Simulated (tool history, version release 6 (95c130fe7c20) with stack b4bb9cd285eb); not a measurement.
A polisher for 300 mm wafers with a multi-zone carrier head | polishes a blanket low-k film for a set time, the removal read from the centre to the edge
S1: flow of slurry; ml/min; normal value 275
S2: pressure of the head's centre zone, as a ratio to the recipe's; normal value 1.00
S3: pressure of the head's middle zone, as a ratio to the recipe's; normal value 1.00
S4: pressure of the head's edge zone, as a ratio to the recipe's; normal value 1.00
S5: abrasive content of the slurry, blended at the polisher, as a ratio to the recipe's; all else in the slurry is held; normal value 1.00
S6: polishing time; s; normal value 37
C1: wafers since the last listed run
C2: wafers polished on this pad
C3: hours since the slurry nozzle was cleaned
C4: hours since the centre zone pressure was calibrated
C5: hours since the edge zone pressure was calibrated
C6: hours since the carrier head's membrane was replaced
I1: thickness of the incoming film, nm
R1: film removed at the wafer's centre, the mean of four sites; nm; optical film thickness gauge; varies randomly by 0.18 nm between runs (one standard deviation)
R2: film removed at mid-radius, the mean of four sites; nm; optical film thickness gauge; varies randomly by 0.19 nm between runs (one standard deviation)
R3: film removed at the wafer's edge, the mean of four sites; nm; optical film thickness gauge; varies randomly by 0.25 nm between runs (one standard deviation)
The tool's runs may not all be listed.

run     day   S1    S2    S3    S4    S5  S6   C1    C2     C3     C4     C5      C6     I1    R1    R2    R3
  1   0.000  275  1.00  1.00  1.00  1.00  37    0     8  712.9   13.0  628.3   991.2  487.6  17.8  18.0  18.4
  2   0.512  275  1.00  1.00  1.00  1.00  37  196   205  725.2   25.3  640.6  1003.5  477.7  17.5  17.7  17.8
  3   1.217  275  1.06  1.00  1.00  1.00  37  269   475  742.1   42.2  657.5  1020.4  482.7  18.5  17.8  18.4
  4   1.721  275  1.00  0.92  1.00  1.00  37  193   668  754.2   54.3  669.6  1032.5  481.2  17.7  16.7  17.9
      2.021  -- slurry nozzle cleaned
  5   2.038  275  1.00  1.00  1.00  1.00  37  105   773    0.4   61.9  677.2  1040.1  477.7  17.8  17.6  18.1
      2.304  -- carrier head's membrane replaced by a new one
      2.329  -- edge zone pressure recalibrated
  6   2.588  275  1.00  1.00  1.00  1.00  37  121   895   13.6   75.1    6.2     6.8  478.9  18.0  17.4  18.4
  7   2.917  275  1.00  1.00  1.00  1.00  37  126  1021   21.5   83.0   14.1    14.7  486.9  17.8  18.0  18.6
  8   3.579  275  1.00  1.00  1.00  1.00  37  253  1275   37.4   98.9   30.0    30.6  470.7  17.6  17.7  18.3
  9   3.921  340  1.00  1.00  1.00  1.00  46  130  1406   45.6  107.1   38.2    38.8  477.4  22.4  22.3  23.1
 10   4.179  365  1.00  1.00  1.00  0.80  37   99  1505   51.8  113.3   44.4    45.0  470.4  16.8  16.3  16.9
      4.442  -- worn pad replaced by a new one
 11   5.967  275  1.00  1.00  1.00  1.30  37  621   584   94.7  156.2   87.3    87.9  480.0  19.4  19.1  19.8
 12   6.425  350  1.00  0.91  0.92  1.00  37  175   760  105.7  167.2   98.3    98.9  477.7  18.2  16.7  18.0
 13   6.775  330  1.00  1.00  0.88  1.10  25  134   894  114.1  175.6  106.7   107.3  480.2  12.4  12.7  12.1
 14   7.346  275  1.00  1.10  1.00  0.85  37  218  1113  127.8  189.3  120.4   121.0  480.3  17.0  18.3  17.3
 15   7.975  275  1.05  1.00  1.12  1.00  37  241  1354  142.9  204.4  135.5   136.1  474.6  18.7  17.4  19.5
 16   8.488  275  1.00  1.00  1.00  1.00  49  196  1550  155.2  216.7  147.8   148.4  483.0  23.6  23.8  23.5
 17   8.754  275  1.00  1.00  1.00  0.70  37  102  1652  161.6  223.1  154.2   154.8  481.9  15.5  15.3  16.3
      8.925  -- worn pad replaced by a new one
 18   9.367  275  1.00  1.00  0.89  0.80  25  170   169  176.3  237.8  168.9   169.5  474.9  11.1  11.0  10.9
 19   9.725  275  1.00  1.00  1.00  1.00  37  137   307  184.9  246.4  177.5   178.1  473.2  18.1  17.7  18.3
 20  10.379  180  1.00  1.00  1.00  1.00  37  250   557  200.6  262.1  193.2   193.8  489.4  17.2  17.0  17.6
 21  10.858  350  1.00  1.00  1.00  1.00  37  183   741  212.1  273.6  204.7   205.3  479.5  18.0  18.2  18.8
 22  11.150  275  1.00  1.00  1.00  1.00  37  111   853  219.1  280.6  211.7   212.3  486.6  18.0  17.7  18.1

Entry by entry between the runs, the difference in hidden state between the last listed run before and the first listed run after:
Logged between run 4 and run 5: slurry nozzle cleaned (day 2.021)
  the hidden state is the same at both runs
Logged between run 5 and run 6: carrier head's membrane replaced by a new one (day 2.304); edge zone pressure recalibrated (day 2.329)
  the hidden state is the same at both runs
Logged between run 10 and run 11: worn pad replaced by a new one (day 4.442)
  the hidden state is the same at both runs
Logged between run 17 and run 18: worn pad replaced by a new one (day 8.925)
  the hidden state is the same at both runs

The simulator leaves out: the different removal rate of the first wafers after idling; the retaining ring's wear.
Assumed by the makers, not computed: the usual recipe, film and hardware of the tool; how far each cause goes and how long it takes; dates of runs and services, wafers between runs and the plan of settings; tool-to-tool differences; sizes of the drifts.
